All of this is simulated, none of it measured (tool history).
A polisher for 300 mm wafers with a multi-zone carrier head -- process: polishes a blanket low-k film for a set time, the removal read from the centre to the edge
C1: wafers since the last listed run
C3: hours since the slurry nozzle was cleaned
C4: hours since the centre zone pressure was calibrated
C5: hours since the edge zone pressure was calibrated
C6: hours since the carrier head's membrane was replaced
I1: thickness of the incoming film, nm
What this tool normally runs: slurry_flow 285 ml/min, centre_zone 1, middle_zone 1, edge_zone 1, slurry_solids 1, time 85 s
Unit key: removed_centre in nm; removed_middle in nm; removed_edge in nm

run 1 hour=0 | slurry_flow=285 centre_zone=1 middle_zone=1 edge_zone=1 slurry_solids=1 time=101 | C1=0 wafers_polished_on_this_pad=1045 C3=605.3 C4=175.1 C5=253.6 C6=425.3 | I1=311.1 | removed_centre=38.8 removed_middle=42.8 removed_edge=42.5
run 2 hour=20.1 | slurry_flow=285 centre_zone=1 middle_zone=1 edge_zone=1 slurry_solids=1 time=101 | C1=223 wafers_polished_on_this_pad=1269 C3=625.4 C4=195.2 C5=273.7 C6=445.4 | I1=312.5 | removed_centre=37.2 removed_middle=42 removed_edge=41.7
run 3 hour=38.5 | slurry_flow=285 centre_zone=1 middle_zone=1 edge_zone=1 slurry_solids=1 time=101 | C1=204 wafers_polished_on_this_pad=1474 C3=643.8 C4=213.6 C5=292.1 C6=463.8 | I1=314.8 | removed_centre=37.4 removed_middle=42.5 removed_edge=42
-- hour=48.9 worn pad replaced by a new one
run 4 hour=60.3 | slurry_flow=285 centre_zone=1 middle_zone=1 edge_zone=1 slurry_solids=1 time=85 | C1=198 wafers_polished_on_this_pad=127 C3=665.6 C4=235.4 C5=313.9 C6=485.6 | I1=306.3 | removed_centre=30.9 removed_middle=35.4 removed_edge=35.8
run 5 hour=73.9 | slurry_flow=285 centre_zone=1 middle_zone=1 edge_zone=1 slurry_solids=1 time=85 | C1=151 wafers_polished_on_this_pad=278 C3=679.2 C4=249 C5=327.5 C6=499.2 | I1=305.2 | removed_centre=31.4 removed_middle=35.5 removed_edge=34.5
run 6 hour=107.4 | slurry_flow=285 centre_zone=1 middle_zone=1 edge_zone=1 slurry_solids=1 time=85 | C1=372 wafers_polished_on_this_pad=651 C3=712.7 C4=282.5 C5=361 C6=532.7 | I1=311.6 | removed_centre=30.8 removed_middle=35.8 removed_edge=34.3
run 7 hour=133.6 | slurry_flow=285 centre_zone=1 middle_zone=1 edge_zone=1 slurry_solids=1 time=85 | C1=291 wafers_polished_on_this_pad=942 C3=738.9 C4=308.7 C5=387.2 C6=558.9 | I1=309.9 | removed_centre=31 removed_middle=35.2 removed_edge=35.4
run 8 hour=157.1 | slurry_flow=285 centre_zone=1 middle_zone=1 edge_zone=1 slurry_solids=1 time=85 | C1=261 wafers_polished_on_this_pad=1204 C3=762.4 C4=332.2 C5=410.7 C6=582.4 | I1=316.6 | removed_centre=31.1 removed_middle=35.4 removed_edge=35.3
run 9 hour=183.7 | slurry_flow=285 centre_zone=1 middle_zone=1 edge_zone=1 slurry_solids=1 time=85 | C1=296 wafers_polished_on_this_pad=1500 C3=789 C4=358.8 C5=437.3 C6=609 | I1=313.7 | removed_centre=31.4 removed_middle=35.6 removed_edge=35.3
-- hour=198 worn pad replaced by a new one, of another model than before
run 10 hour=198.6 | slurry_flow=285 centre_zone=1 middle_zone=1 edge_zone=1 slurry_solids=1 time=85 | C1=121 wafers_polished_on_this_pad=7 C3=803.9 C4=373.7 C5=452.2 C6=623.9 | I1=313.3 | removed_centre=30.9 removed_middle=35.5 removed_edge=35.2
-- hour=204.9 centre zone pressure recalibrated
run 11 hour=220.7 | slurry_flow=285 centre_zone=1 middle_zone=1 edge_zone=1 slurry_solids=1 time=85 | C1=223 wafers_polished_on_this_pad=230 C3=826 C4=15.8 C5=474.3 C6=646 | I1=306 | removed_centre=33.4 removed_middle=35.6 removed_edge=35.4
-- hour=253.7 edge zone pressure recalibrated
run 12 hour=268.8 | slurry_flow=285 centre_zone=1 middle_zone=1 edge_zone=1 slurry_solids=1 time=85 | C1=513 wafers_polished_on_this_pad=743 C3=874.1 C4=63.9 C5=15.1 C6=694.1 | I1=303.3 | removed_centre=33.3 removed_middle=35.7 removed_edge=34.8
-- hour=295 slurry nozzle cleaned
run 13 hour=296.3 | slurry_flow=330 centre_zone=1 middle_zone=0.89 edge_zone=0.97 slurry_solids=1 time=111 | C1=294 wafers_polished_on_this_pad=1038 C3=1.3 C4=91.4 C5=42.6 C6=721.6 | I1=309.6 | removed_centre=41.8 removed_middle=42.7 removed_edge=44.8
run 14 hour=314.3 | slurry_flow=285 centre_zone=1 middle_zone=1 edge_zone=0.89 slurry_solids=1.1 time=56 | C1=200 wafers_polished_on_this_pad=1239 C3=19.3 C4=109.4 C5=60.6 C6=739.6 | I1=314.9 | removed_centre=22.3 removed_middle=25.3 removed_edge=23.6
-- hour=321.7 carrier head's membrane replaced by a new one
run 15 hour=331.8 | slurry_flow=285 centre_zone=1 middle_zone=1 edge_zone=1 slurry_solids=1 time=64 | C1=139 wafers_polished_on_this_pad=1378 C3=36.8 C4=126.9 C5=78.1 C6=10.1 | I1=306.4 | removed_centre=24.2 removed_middle=27 removed_edge=26.4
-- hour=344.4 worn pad replaced by a new one
run 16 hour=416.9 | slurry_flow=285 centre_zone=0.95 middle_zone=1 edge_zone=1 slurry_solids=1 time=85 | C1=902 wafers_polished_on_this_pad=807 C3=121.9 C4=212 C5=163.2 C6=95.2 | I1=314.7 | removed_centre=30 removed_middle=35.6 removed_edge=34.7
run 17 hour=434.3 | slurry_flow=225 centre_zone=1 middle_zone=0.92 edge_zone=1.11 slurry_solids=1 time=68 | C1=193 wafers_polished_on_this_pad=1000 C3=139.3 C4=229.4 C5=180.6 C6=112.6 | I1=310.3 | removed_centre=23.8 removed_middle=26.4 removed_edge=29
run 18 hour=459.1 | slurry_flow=375 centre_zone=0.95 middle_zone=1 edge_zone=1 slurry_solids=1 time=85 | C1=276 wafers_polished_on_this_pad=1276 C3=164.1 C4=254.2 C5=205.4 C6=137.4 | I1=311.8 | removed_centre=29.7 removed_middle=36.4 removed_edge=35.7
-- hour=480.9 worn pad replaced by a new one
run 19 hour=493.8 | slurry_flow=285 centre_zone=0.94 middle_zone=1 edge_zone=1 slurry_solids=1 time=85 | C1=341 wafers_polished_on_this_pad=143 C3=198.8 C4=288.9 C5=240.1 C6=172.1 | I1=308.4 | removed_centre=28.9 removed_middle=35.7 removed_edge=34.7
run 20 hour=510.9 | slurry_flow=285 centre_zone=1 middle_zone=1 edge_zone=1 slurry_solids=1 time=76 | C1=190 wafers_polished_on_this_pad=333 C3=215.9 C4=306 C5=257.2 C6=189.2 | I1=311.1 | removed_centre=27.3 removed_middle=31.9 removed_edge=31.5
run 21 hour=534.7 | slurry_flow=285 centre_zone=0.91 middle_zone=1 edge_zone=1 slurry_solids=1.2 time=85 | C1=264 wafers_polished_on_this_pad=598 C3=239.7 C4=329.8 C5=281 C6=213 | I1=312.3 | removed_centre=32.4 removed_middle=40.7 removed_edge=40.4

Hidden state or all else? Some run-to-run changes of removed_centre, split into what the settings, what came in and random variation would give without the hidden state, and what is left for the hidden state (with any gauge scatter that isn't in both results):
The tool's hidden condition here consists of: removal rate lost through wear of the pad, %; slurry flow missing at the pad, %; deviation of the centre zone's pressure from its setpoint, %; deviation of the edge zone's pressure from its setpoint, %.
Run 10 -> 11: centre zone pressure recalibrated. removed_centre +2.5 nm: hidden state +3.1, all else -0.6.
Run 11 -> 12: edge zone pressure recalibrated. removed_centre -0.1 nm: hidden state -1.1, all else +1.
Run 12 -> 13: slurry_flow 285 -> 330, middle_zone 1 -> 0.89, edge_zone 1 -> 0.97, time 85 -> 111, slurry nozzle cleaned. removed_centre +8.5 nm: hidden state -0.8, all else +9.3.
Run 13 -> 14: slurry_flow 330 -> 285, middle_zone 0.89 -> 1, edge_zone 0.97 -> 0.89, slurry_solids 1 -> 1.1, time 111 -> 56. removed_centre -19.5 nm: hidden state +0.7, all else -20.2.
